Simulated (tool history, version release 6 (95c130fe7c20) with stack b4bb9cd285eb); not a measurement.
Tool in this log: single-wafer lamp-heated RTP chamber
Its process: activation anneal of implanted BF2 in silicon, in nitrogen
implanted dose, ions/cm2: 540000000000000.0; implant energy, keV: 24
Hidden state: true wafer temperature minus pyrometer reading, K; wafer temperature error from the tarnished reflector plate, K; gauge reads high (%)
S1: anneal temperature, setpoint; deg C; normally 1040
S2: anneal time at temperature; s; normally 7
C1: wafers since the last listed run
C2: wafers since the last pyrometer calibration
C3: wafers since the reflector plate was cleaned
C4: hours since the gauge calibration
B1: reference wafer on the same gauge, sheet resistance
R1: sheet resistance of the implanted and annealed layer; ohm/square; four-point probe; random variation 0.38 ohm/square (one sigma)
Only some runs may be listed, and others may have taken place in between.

Run 1, hour 0: usual settings but S2 9 s; C1 0; C2 4538; C3 10902; C4 137.5; B1 218.93. Result: R1 247.62 ohm/square.
Run 2, hour 15.6: usual settings but S2 9 s; C1 286; C2 4825; C3 11188; C4 153.1; B1 218.99. Result: R1 248.48 ohm/square.
Run 3, hour 24.7: usual settings but S2 9 s; C1 166; C2 4991; C3 11355; C4 162.2; B1 219.05. Result: R1 247.85 ohm/square.
Run 4, hour 35: usual settings but S1 1021 deg C; C1 188; C2 5180; C3 11544; C4 172.5; B1 219.01. Result: R1 254.35 ohm/square.
Run 5, hour 49.8: usual settings but S1 1021 deg C; C1 271; C2 5452; C3 11815; C4 187.3; B1 219.02. Result: R1 254.19 ohm/square.
Run 6, hour 56.3: usual settings but S1 1028 deg C; C1 119; C2 5571; C3 11935; C4 193.8; B1 219.02. Result: R1 251.83 ohm/square.
Run 7, hour 71.9: usual settings but S1 1028 deg C; C1 286; C2 5858; C3 12221; C4 209.4; B1 219.08. Result: R1 251.03 ohm/square.
Run 8, hour 82.7: usual settings but S1 1028 deg C; C1 198; C2 6056; C3 12419; C4 220.2; B1 219.06. Result: R1 251.64 ohm/square.
At hour 96.4: reflector plate cleaned.
Run 9, hour 100.5: usual settings; C1 179; C2 6236; C3 75; C4 238; B1 218.89. Result: R1 248.51 ohm/square.
At hour 101.1: gauge calibrated.
Run 10, hour 111.3: usual settings but S1 1055 deg C; C1 198; C2 6434; C3 273; C4 10.2; B1 219.05. Result: R1 245.72 ohm/square.
Run 11, hour 126: usual settings but S1 1030 deg C; C1 269; C2 6703; C3 543; C4 24.9; B1 218.84. Result: R1 250.87 ohm/square.
Run 12, hour 139.1: usual settings; C1 240; C2 6944; C3 783; C4 38; B1 219.01. Result: R1 248.12 ohm/square.
At hour 148.3: pyrometer window cleaned and pyrometer calibrated.
Run 13, hour 149.7: usual settings but S1 1059 deg C, S2 9 s; C1 47; C2 25; C3 831; C4 48.6; B1 219.11. Result: R1 245.65 ohm/square.
Run 14, hour 159.9: usual settings but S2 4 s; C1 187; C2 212; C3 1018; C4 58.8; B1 219.03. Result: R1 254.03 ohm/square.
Run 15, hour 170.8: usual settings but S1 1021 deg C; C1 200; C2 412; C3 1218; C4 69.7; B1 218.89. Result: R1 255.63 ohm/square.
Run 16, hour 184.2: usual settings; C1 245; C2 658; C3 1464; C4 83.1; B1 219.01. Result: R1 250.27 ohm/square.
Run 17, hour 195.5: usual settings but S1 1069 deg C, S2 9 s; C1 207; C2 865; C3 1671; C4 94.4; B1 219.03. Result: R1 243.33 ohm/square.

Run 18 is up next; what results do you expect?
Run 18, hour 204: usual settings but S1 1070 deg C, S2 5 s; C1 155; C2 1021; C3 1827; C4 102.9; B1 ?. Result: R1 ?.

Run 18 gave B1 219.01, R1 246.15 ohm/square.
Without the tool's hidden state the same run would have given R1 246.34 ohm/square.

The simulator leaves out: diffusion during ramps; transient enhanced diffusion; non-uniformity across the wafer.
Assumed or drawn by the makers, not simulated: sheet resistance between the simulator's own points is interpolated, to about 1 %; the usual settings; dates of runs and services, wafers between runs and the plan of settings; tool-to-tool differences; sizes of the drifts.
